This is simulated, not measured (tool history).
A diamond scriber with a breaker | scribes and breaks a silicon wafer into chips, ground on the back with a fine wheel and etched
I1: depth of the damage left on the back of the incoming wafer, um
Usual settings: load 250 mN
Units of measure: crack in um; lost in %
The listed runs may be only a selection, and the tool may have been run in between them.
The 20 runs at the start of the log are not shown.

Run 21, day 10.000: usual settings but load 291 mN; I1 0.47. Result: crack 9.05 um, lost 1.54 %.
Run 22, day 10.488: usual settings but load 200 mN; I1 0.40. Result: crack 7.16 um, lost 8.87 %.
Run 23, day 10.771: usual settings but load 220 mN; I1 0.49. Result: crack 7.53 um, lost 5.81 %.
Run 24, day 11.321: usual settings but load 269 mN; I1 0.75. Result: crack 8.52 um, lost 2.16 %.
Run 25, day 11.846: usual settings but load 225 mN; I1 0.52. Result: crack 7.65 um, lost 5.29 %.
Run 26, day 12.317: usual settings but load 276 mN; I1 0.68. Result: crack 8.68 um, lost 2.02 %.
At day 12.438: load on the tip recalibrated.
Run 27, day 12.871: usual settings; I1 0.43. Result: crack 9.07 um, lost 1.58 %.
Run 28, day 13.612: usual settings but load 226 mN; I1 0.37. Result: crack 8.41 um, lost 2.83 %.
At day 14.246: diamond tip replaced by a new one.
Run 29, day 14.358: usual settings; I1 0.55. Result: crack 9.23 um, lost 1.43 %.
Run 30, day 15.075: usual settings but load 191 mN; I1 0.53. Result: crack 7.71 um, lost 4.93 %.
Run 31, day 15.679: usual settings but load 301 mN; I1 0.58. Result: crack 10.33 um, lost 2.31 %.
Run 32, day 16.342: usual settings but load 325 mN; I1 0.40. Result: crack 10.78 um, lost 3.73 %.
Run 33, day 16.742: usual settings but load 311 mN; I1 0.78. Result: crack 10.50 um, lost 2.69 %.
Run 34, day 17.108: usual settings but load 195 mN; I1 0.53. Result: crack 7.77 um, lost 4.71 %.
Run 35, day 17.696: usual settings but load 271 mN; I1 0.64. Result: crack 9.49 um, lost 1.47 %.
Run 36, day 18.108: usual settings; I1 0.70. Result: crack 8.96 um, lost 1.54 %.
Run 37, day 18.417: usual settings but load 298 mN; I1 0.41. Result: crack 10.18 um, lost 1.99 %.
Run 38, day 18.792: usual settings; I1 0.56. Result: crack 8.99 um, lost 1.56 %.
Run 39, day 19.046: usual settings but load 221 mN; I1 0.67. Result: crack 8.32 um, lost 2.78 %.

Consider 4 possible next runs. They are alternatives, not a sequence: every one starts from the tool as it was left by run 39. What does each give?
Run A, day 19.067: usual settings but load 286 mN; I1 0.74. Result: crack ?, lost ?.
Run B, day 19.067: usual settings but load 292 mN; I1 0.74. Result: crack ?, lost ?.
Run C, day 19.067: usual settings but load 295 mN; I1 0.74. Result: crack ?, lost ?.
Run D, day 19.067: usual settings but load 199 mN; I1 0.74. Result: crack ?, lost ?.

run  crack  lost
  A   9.80  1.62
  B   9.93  1.77
  C  10.00  1.86
  D   7.77  4.79
What these runs would have given with no unlogged condition in the tool:
run  crack  lost
  A  10.18  2.14
  B  10.31  2.39
  C  10.38  2.53
  D   8.07  3.55
